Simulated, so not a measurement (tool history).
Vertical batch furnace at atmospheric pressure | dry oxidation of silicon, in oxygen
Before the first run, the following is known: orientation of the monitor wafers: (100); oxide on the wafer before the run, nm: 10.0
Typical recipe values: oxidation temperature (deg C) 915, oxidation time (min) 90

run   hour  oxidation temperature (deg C)  oxidation time (min)  read-back reference wafer on the same gauge, thickness  oxide thickness on the monitor wafer (angstrom)
  1      0                            915                    90                                                    34.6                                            297.6
  2   13.8                            915                    69                                                   34.63                                            259.5
  3   25.8                            915                    69                                                   34.62                                            259.5
  4   40.8                            915                   112                                                   34.57                                            338.7
  5   50.1                            915                   112                                                   34.61                                            338.3
  6   63.2                            915                   112                                                    34.6                                            336.3
  7   74.7                            915                    90                                                   34.65                                            299.3
        99  -- thermocouples replaced and temperature profile calibrated
  8   99.5                            915                    90                                                   34.59                                            298.4
  9    104                            915                    90                                                   34.59                                            299.4
 10  115.5                            915                    90                                                   34.62                                            297.8
 11  125.9                            915                    90                                                   34.58                                            297.7
     150.4  -- boat lift adjusted
 12  150.9                            915                    90                                                   34.61                                            307.6
 13  155.4                            915                    90                                                   34.62                                            306.9
 14  165.3                            934                    90                                                    34.6                                            363.1
 15  178.8                            934                    90                                                   34.65                                            363.5
 16  191.8                            930                 104.5                                                   34.61                                            381.1
 17  207.7                            924                   123                                                    34.6                                              403
 18  218.6                            933                    90                                                   34.62                                            358.9
     223.1  -- gauge calibrated
 19  230.7                            892                   132                                                   34.62                                              314
 20  245.7                            915                 105.5                                                    34.6                                            337.5
 21  261.2                            904                   119                                                   34.59                                            328.1
 22  269.5                            930                 116.5                                                   34.63                                            410.4
 23  278.7                            934                    90                                                   34.61                                            362.8
 24  285.1                            915                    90                                                   34.61                                            308.2
 25  293.9                            915                    90                                                   34.62                                            307.7
 26  304.3                            892                   121                                                   34.61                                            297.5
 27  319.8                            915                    90                                                    34.6                                            308.3
 28  327.9                            915                  53.5                                                   34.65                                            233.5
 29    343                            915                    90                                                    34.6                                            308.8
 30  359.5                            938                 124.5                                                   34.59                                            462.3
 31  371.8                            906                  59.5                                                    34.6                                            230.8
 32  381.2                            936                    78                                                   34.59                                              339
 33  399.1                            915                    90                                                   34.61                                            306.8
 34  408.9                            915                    90                                                   34.58                                            307.5
 35  418.9                            902                 126.5                                                   34.57                                            331.7
 36  427.5                            899                    67                                                   34.61                                            230.8
 37  443.4                            908                    62                                                   34.61                                            237.8
 38  472.1                            915                    90                                                   34.59                                            305.8
 39  488.6                            907                 115.5                                                    34.6                                            331.1

What would each run have given without the hidden state, its run-to-run variation left as it was?
Hidden state at play: true tube temperature minus thermocouple reading, K; monitor wafer colder than the profiled boat position, K; gauge reads high (%).
run  oxide thickness on the monitor wafer (angstrom)
  1                                            306.3
  2                                            266.7
  3                                            266.8
  4                                            349.8
  5                                            349.5
  6                                            347.7
  7                                            308.9
  8                                            308.3
  9                                            309.4
 10                                            307.9
 11                                            307.9
 12                                            307.9
 13                                            307.2
 14                                            363.4
 15                                            363.9
 16                                            381.5
 17                                            403.5
 18                                            359.3
 19                                            314.4
 20                                            337.9
 21                                            328.5
 22                                              411
 23                                            363.2
 24                                            308.6
 25                                            308.1
 26                                            297.9
 27                                            308.7
 28                                            233.8
 29                                            309.2
 30                                            463.1
 31                                            231.1
 32                                            339.6
 33                                            307.3
 34                                            308.1
 35                                            332.4
 36                                            231.2
 37                                            238.2
 38                                            306.5
 39                                              332
